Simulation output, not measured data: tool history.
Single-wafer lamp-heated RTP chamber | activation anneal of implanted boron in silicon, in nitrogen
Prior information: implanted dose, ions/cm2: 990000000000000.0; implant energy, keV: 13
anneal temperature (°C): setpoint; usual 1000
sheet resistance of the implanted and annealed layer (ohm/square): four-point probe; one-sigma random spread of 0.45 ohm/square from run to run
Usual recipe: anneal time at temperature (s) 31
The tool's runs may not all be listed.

run   hour  anneal temperature (°C)  anneal time at temperature (s)  wafers since the last listed run  wafers since the last pyrometer calibration  wafers since the reflector plate was cleaned  hours since the gauge calibration  read-back reference wafer on the same gauge, sheet resistance  sheet resistance of the implanted and annealed layer (ohm/square)
  1      0                     1000                              31                                 0                                         1678                                          7829                                206                                                         132.07                                                             135.38
  2   17.1                     1011                              31                               312                                         1990                                          8141                              223.1                                                         132.05                                                             132.48
  3   37.1                      990                              31                               365                                         2355                                          8507                              243.1                                                         131.98                                                             137.21
  4   56.7                     1000                              45                               357                                         2713                                          8865                              262.7                                                         131.99                                                             133.75
        92  -- pyrometer window cleaned and pyrometer calibrated
  5   92.5                     1000                              31                               507                                            8                                          9372                              298.5                                                         132.05                                                             137.67
  6  118.1                     1000                              31                               467                                          476                                          9840                              324.1                                                         131.98                                                             136.64
  7  147.5                      991                              31                               536                                         1013                                         10377                              353.5                                                         131.95                                                             137.83
  8  167.3                     1000                              31                               361                                         1375                                         10739                              373.3                                                         132.01                                                              135.8
  9  183.2                     1000                              31                               290                                         1665                                         11029                              389.2                                                            132                                                             134.43
 10    201                     1000                              38                               325                                         1990                                         11354                                407                                                         132.06                                                             134.69
 11  213.9                     1000                              31                               235                                         2226                                         11590                              419.9                                                         132.05                                                             135.09
 12  235.3                     1016                              39                               390                                         2617                                         11981                              441.3                                                            132                                                             130.97
     256.9  -- reflector plate cleaned
 13  257.4                     1000                              31                               257                                         2874                                             8                              463.4                                                         132.01                                                             134.69
 14  284.3                     1029                              14                               491                                         3365                                           499                              490.3                                                         132.04                                                             132.67
     305.9  -- pyrometer window cleaned and pyrometer calibrated
 15  309.7                     1016                              45                               317                                           68                                           817                              515.7                                                         131.99                                                              133.5
     324.5  -- gauge calibrated
 16  330.1                      992                              48                               372                                          441                                          1190                                5.6                                                         132.02                                                             137.27
 17  346.7                      986                              41                               303                                          744                                          1493                               22.2                                                         132.06                                                             139.48

Run 18 is up next; what results do you expect?
 18  367.3                     1016                              39                               376                                         1120                                          1869                               42.8                                                              ?                                                                  ?

{"run 18": {"read-back reference wafer on the same gauge, sheet resistance": 132.04, "sheet resistance of the implanted and annealed layer (ohm/square)": 132.4}}
Had the tool carried no hidden state, the very same run would have given sheet resistance of the implanted and annealed layer (ohm/square) 133.74.
